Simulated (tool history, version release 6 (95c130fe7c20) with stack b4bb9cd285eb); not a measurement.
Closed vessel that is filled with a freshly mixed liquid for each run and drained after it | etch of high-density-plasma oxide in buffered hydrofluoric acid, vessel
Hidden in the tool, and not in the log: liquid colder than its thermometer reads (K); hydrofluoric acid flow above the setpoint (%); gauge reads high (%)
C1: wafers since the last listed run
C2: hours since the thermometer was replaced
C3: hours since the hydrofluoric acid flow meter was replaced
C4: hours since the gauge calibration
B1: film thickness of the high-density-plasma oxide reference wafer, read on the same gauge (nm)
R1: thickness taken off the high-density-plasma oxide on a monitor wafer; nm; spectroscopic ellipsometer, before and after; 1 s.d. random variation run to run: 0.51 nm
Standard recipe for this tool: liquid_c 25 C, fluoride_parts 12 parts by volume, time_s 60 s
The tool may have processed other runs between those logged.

run 1 hour=0 | liquid_c=25 fluoride_parts=12 time_s=60 | C1=0 C2=1675 C3=1699 C4=369.2 | B1=117.59 | R1=111.91
run 2 hour=31.5 | liquid_c=25 fluoride_parts=12 time_s=60 | C1=1910 C2=1706.5 C3=1730.5 C4=400.7 | B1=117.55 | R1=111.79
run 3 hour=50.8 | liquid_c=25 fluoride_parts=12 time_s=60 | C1=1170 C2=1725.8 C3=1749.8 C4=420 | B1=117.55 | R1=111.97
run 4 hour=151.5 | liquid_c=25 fluoride_parts=12 time_s=60 | C1=6107 C2=1826.5 C3=1850.5 C4=520.7 | B1=117.42 | R1=110.52
run 5 hour=183.1 | liquid_c=25 fluoride_parts=12 time_s=60 | C1=1916 C2=1858.1 C3=1882.1 C4=552.3 | B1=117.38 | R1=111.9
run 6 hour=215.8 | liquid_c=25 fluoride_parts=12 time_s=60 | C1=1983 C2=1890.8 C3=1914.8 C4=585 | B1=117.36 | R1=111.53
-- hour=223.1 gauge calibrated
run 7 hour=230.8 | liquid_c=25 fluoride_parts=12 time_s=60 | C1=909 C2=1905.8 C3=1929.8 C4=7.7 | B1=119.96 | R1=113.45
run 8 hour=257.8 | liquid_c=25 fluoride_parts=12 time_s=60 | C1=1637 C2=1932.8 C3=1956.8 C4=34.7 | B1=119.63 | R1=113.96
run 9 hour=292.8 | liquid_c=25 fluoride_parts=12 time_s=60 | C1=2122 C2=1967.8 C3=1991.8 C4=69.7 | B1=119.2 | R1=113.57
-- hour=318.9 thermometer replaced
run 10 hour=322.8 | liquid_c=23 fluoride_parts=12 time_s=60 | C1=1758 C2=3.9 C3=2021.8 C4=99.7 | B1=118.94 | R1=101.48
run 11 hour=354.3 | liquid_c=23 fluoride_parts=12 time_s=60 | C1=1910 C2=35.4 C3=2053.3 C4=131.2 | B1=118.68 | R1=100.96
run 12 hour=381.7 | liquid_c=23 fluoride_parts=12 time_s=60 | C1=1661 C2=62.8 C3=2080.7 C4=158.6 | B1=118.49 | R1=101.87
run 13 hour=401.1 | liquid_c=25 fluoride_parts=9 time_s=60 | C1=1176 C2=82.2 C3=2100.1 C4=178 | B1=118.38 | R1=144.5
-- hour=416.9 hydrofluoric acid flow meter replaced
run 14 hour=418.6 | liquid_c=25 fluoride_parts=12 time_s=60 | C1=1000 C2=99.7 C3=1.7 C4=195.5 | B1=118.28 | R1=112.79
run 15 hour=436.9 | liquid_c=25 fluoride_parts=12 time_s=30 | C1=1109 C2=118 C3=20 C4=213.8 | B1=118.21 | R1=56.45
run 16 hour=458.3 | liquid_c=21 fluoride_parts=7.5 time_s=60 | C1=1297 C2=139.4 C3=41.4 C4=235.2 | B1=118.09 | R1=139.94
run 17 hour=476 | liquid_c=28 fluoride_parts=12 time_s=60 | C1=1073 C2=157.1 C3=59.1 C4=252.9 | B1=118.03 | R1=131.74
run 18 hour=492.2 | liquid_c=21 fluoride_parts=14.5 time_s=40 | C1=982 C2=173.3 C3=75.3 C4=269.1 | B1=117.98 | R1=50.07
run 19 hour=589.2 | liquid_c=27 fluoride_parts=12 time_s=80 | C1=5883 C2=270.3 C3=172.3 C4=366.1 | B1=117.7 | R1=167.44
run 20 hour=603.3 | liquid_c=26.5 fluoride_parts=15 time_s=60 | C1=855 C2=284.4 C3=186.4 C4=380.2 | B1=117.72 | R1=97.54
run 21 hour=617.7 | liquid_c=28.5 fluoride_parts=12 time_s=60 | C1=873 C2=298.8 C3=200.8 C4=394.6 | B1=117.66 | R1=136.22
run 22 hour=647.7 | liquid_c=27.5 fluoride_parts=12 time_s=60 | C1=1819 C2=328.8 C3=230.8 C4=424.6 | B1=117.61 | R1=128.58
run 23 hour=680.3 | liquid_c=25 fluoride_parts=12 time_s=60 | C1=1977 C2=361.4 C3=263.4 C4=457.2 | B1=117.58 | R1=111.41
run 24 hour=696.3 | liquid_c=25 fluoride_parts=12 time_s=60 | C1=970 C2=377.4 C3=279.4 C4=473.2 | B1=117.56 | R1=111.81
run 25 hour=723.8 | liquid_c=25 fluoride_parts=10 time_s=60 | C1=1667 C2=404.9 C3=306.9 C4=500.7 | B1=117.53 | R1=133.82

Forecast each of these 4 alternatives for the next run:
run A hour=724.5 | liquid_c=25 fluoride_parts=12 time_s=60 | C1=42 C2=405.6 C3=307.6 C4=501.4 | B1=? | R1=?
run B hour=724.5 | liquid_c=25 fluoride_parts=12 time_s=45 | C1=42 C2=405.6 C3=307.6 C4=501.4 | B1=? | R1=?
run C hour=724.5 | liquid_c=25 fluoride_parts=10 time_s=90 | C1=42 C2=405.6 C3=307.6 C4=501.4 | B1=? | R1=?
run D hour=724.5 | liquid_c=22 fluoride_parts=14.5 time_s=60 | C1=42 C2=405.6 C3=307.6 C4=501.4 | B1=? | R1=?

run=A B1=117.51 R1=111.8
run=B B1=117.51 R1=83.85
run=C B1=117.51 R1=200.32
run=D B1=117.51 R1=78.81
What these runs would have given with no unlogged condition in the tool:
run=A R1=114.16
run=B R1=85.62
run=C R1=204.54
run=D R1=80.47
